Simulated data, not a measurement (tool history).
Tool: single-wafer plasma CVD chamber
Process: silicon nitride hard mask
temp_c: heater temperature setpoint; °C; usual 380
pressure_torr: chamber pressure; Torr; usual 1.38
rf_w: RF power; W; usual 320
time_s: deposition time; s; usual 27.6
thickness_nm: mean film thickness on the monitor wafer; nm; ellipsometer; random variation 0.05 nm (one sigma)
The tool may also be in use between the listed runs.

run   hour  temp_c  pressure_torr  rf_w  time_s  wafers since the last listed run  hours since the last thermocouple change  hours since the last RF generator calibration  hours since the last manometer calibration  hours since the showerhead was replaced  hours since the gauge calibration  read-back reference wafer on the same gauge, thickness_nm  thickness_nm
  1      0     380           1.38   320    27.6                                 0                                     778.5                                         1329.5                                      2017.9                                     7368                               87.8                                                     33.201         32.14
  2   30.1     384           1.19   320    27.6                               799                                     808.6                                         1359.6                                        2048                                   7398.1                              117.9                                                     33.194        30.213
  3   45.2     384           1.19   320    27.6                               400                                     823.7                                         1374.7                                      2063.1                                   7413.2                                133                                                     33.202        30.159
  4   57.8     384           1.19   320    27.6                               334                                     836.3                                         1387.3                                      2075.7                                   7425.8                              145.6                                                     33.199        30.229
  5   86.6     380           1.38   320    27.6                               764                                     865.1                                         1416.1                                      2104.5                                   7454.6                              174.4                                                     33.203        32.255
  6  114.7     380           1.38   320    27.6                               746                                     893.2                                         1444.2                                      2132.6                                   7482.7                              202.5                                                     33.193        32.211
  7  133.4     380           1.38   320    27.6                               496                                     911.9                                         1462.9                                      2151.3                                   7501.4                              221.2                                                     33.185        32.261
  8  147.5     380           1.38   320    27.6                               374                                       926                                           1477                                      2165.4                                   7515.5                              235.3                                                     33.196        32.325
  9  180.2     380           1.38   320    27.6                               868                                     958.7                                         1509.7                                      2198.1                                   7548.2                                268                                                     33.191        32.288
       195  -- capacitance manometer re-zeroed and calibrated
     199.7  -- RF generator calibrated
 10  201.3     380           1.38   320    27.6                               223                                     979.8                                            1.6                                         6.3                                   7569.3                              289.1                                                      33.21          33.1
     228.5  -- thermocouple changed; heater temperature recalibrated
 11    243     388            1.2   270    32.2                               894                                      14.5                                           43.3                                          48                                     7611                              330.8                                                     33.193        32.377
 12  255.3     394           1.21   320    27.6                               326                                      26.8                                           55.6                                        60.3                                   7623.3                              343.1                                                      33.19        30.837
 13  269.2     369           1.47   260    26.1                               369                                      40.7                                           69.5                                        74.2                                   7637.2                                357                                                     33.208        28.136
 14  301.6     380           1.38   355    27.6                               860                                      73.1                                          101.9                                       106.6                                   7669.6                              389.4                                                     33.211        34.833
     323.7  -- showerhead replaced
 15  324.2     380           1.38   320    27.6                               387                                      95.7                                          124.5                                       129.2                                      0.5                                412                                                     33.197         32.66
 16    331     380           1.38   320    25.4                               180                                     102.5                                          131.3                                         136                                      7.3                              418.8                                                     33.195        30.109
     353.5  -- gauge calibrated
 17  366.2     380           1.38   320    27.6                               934                                     137.7                                          166.5                                       171.2                                     42.5                               12.7                                                     33.197          32.6
 18  378.6     392           1.26   320    27.6                               329                                     150.1                                          178.9                                       183.6                                     54.9                               25.1                                                     33.191         31.16
 19    393     388           1.29   365    27.6                               382                                     164.5                                          193.3                                         198                                     69.3                               39.5                                                     33.187        33.994
 20  420.4     380           1.38   320    27.6                               727                                     191.9                                          220.7                                       225.4                                     96.7                               66.9                                                     33.206        32.446
 21  453.4     380           1.06   340    27.6                               876                                     224.9                                          253.7                                       258.4                                    129.7                               99.9                                                     33.203        29.698

Forecast each of these 4 alternatives for the next run:
  A  453.8     380           1.38   320    27.6                                10                                     225.3                                          254.1                                       258.8                                    130.1                              100.3                                                          ?             ?
  B  453.8     380           1.38   275    27.6                                10                                     225.3                                          254.1                                       258.8                                    130.1                              100.3                                                          ?             ?
  C  453.8     367           1.38   275      33                                10                                     225.3                                          254.1                                       258.8                                    130.1                              100.3                                                          ?             ?
  D  453.8     367            1.2   280    27.6                                10                                     225.3                                          254.1                                       258.8                                    130.1                              100.3                                                          ?             ?

run  read-back reference wafer on the same gauge, thickness_nm  thickness_nm
  A                                                     33.201        32.339
  B                                                     33.201        29.459
  C                                                     33.201        35.415
  D                                                     33.201        28.163
Without the tool's hidden state the same runs would have given:
run  thickness_nm
  A        33.062
  B        30.145
  C        36.241
  D        28.816
